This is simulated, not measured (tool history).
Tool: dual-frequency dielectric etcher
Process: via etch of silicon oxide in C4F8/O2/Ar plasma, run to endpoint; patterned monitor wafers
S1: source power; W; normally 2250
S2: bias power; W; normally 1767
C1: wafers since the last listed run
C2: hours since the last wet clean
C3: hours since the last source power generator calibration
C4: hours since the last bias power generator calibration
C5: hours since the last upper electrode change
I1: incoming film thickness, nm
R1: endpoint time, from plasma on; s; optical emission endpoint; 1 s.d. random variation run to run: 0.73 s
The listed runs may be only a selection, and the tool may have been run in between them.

run	hour	S1	S2	C1	C2	C3	C4	C5	I1	R1
1	0	2250	1767	0	462.1	4170.9	1373.5	3854	1235.4	251.5
2	9.1	2560	1564	44	471.2	4180	1382.6	3863.1	1243.8	251.7
3	25.3	2560	1564	78	487.4	4196.2	1398.8	3879.3	1225.5	247.9
4	37	2560	1564	56	499.1	4207.9	1410.5	3891	1239.4	251.4
5	81.6	2560	1767	215	543.7	4252.5	1455.1	3935.6	1227.2	242.3
# hour 117.3: wet clean of the chamber
6	117.8	2560	1767	59	0.5	4288.7	1491.3	3971.8	1230.2	234.7
7	118.2	2250	1767	1	0.9	4289.1	1491.7	3972.2	1217.9	241.6
8	118.6	2250	1767	1	1.3	4289.5	1492.1	3972.6	1230.2	245.1
9	127.3	2250	1767	42	10	4298.2	1500.8	3981.3	1231.1	243.3
10	134.3	2250	1767	33	17	4305.2	1507.8	3988.3	1223.6	242.8
11	143.5	2250	1767	44	26.2	4314.4	1517	3997.5	1220	243.2
# hour 155.7: bias power generator calibrated
12	159.9	2250	1767	60	42.6	4330.8	4.2	4013.9	1224.8	243.8
13	168.7	2250	1448	42	51.4	4339.6	13	4022.7	1228.1	257
14	183.4	2250	1767	71	66.1	4354.3	27.7	4037.4	1219.1	243
# hour 208: upper electrode replaced
15	208.5	2250	1767	5	91.2	4379.4	52.8	0.5	1242.8	247.4
16	209.8	2250	1767	6	92.5	4380.7	54.1	1.8	1230.7	245.2
# hour 222.3: source power generator calibrated
17	222.8	2250	1767	43	105.5	0.5	67.1	14.8	1228.9	245.9
18	231	2250	1767	39	113.7	8.7	75.3	23	1231.8	245.6
19	242.9	1780	1469	57	125.6	20.6	87.2	34.9	1224.6	272.3
20	249.4	2250	1767	31	132.1	27.1	93.7	41.4	1219.9	243.7
21	303.2	2250	1767	260	185.9	80.9	147.5	95.2	1231.4	246.6

Run 22, settings as shown, results not yet in. Your forecast:
22	309.9	2110	2196	32	192.6	87.6	154.2	101.9	1237.4	?

{"run 22": {"R1": 238.7}}
With no hidden state in the tool, this same run would have given R1 237.2 s.

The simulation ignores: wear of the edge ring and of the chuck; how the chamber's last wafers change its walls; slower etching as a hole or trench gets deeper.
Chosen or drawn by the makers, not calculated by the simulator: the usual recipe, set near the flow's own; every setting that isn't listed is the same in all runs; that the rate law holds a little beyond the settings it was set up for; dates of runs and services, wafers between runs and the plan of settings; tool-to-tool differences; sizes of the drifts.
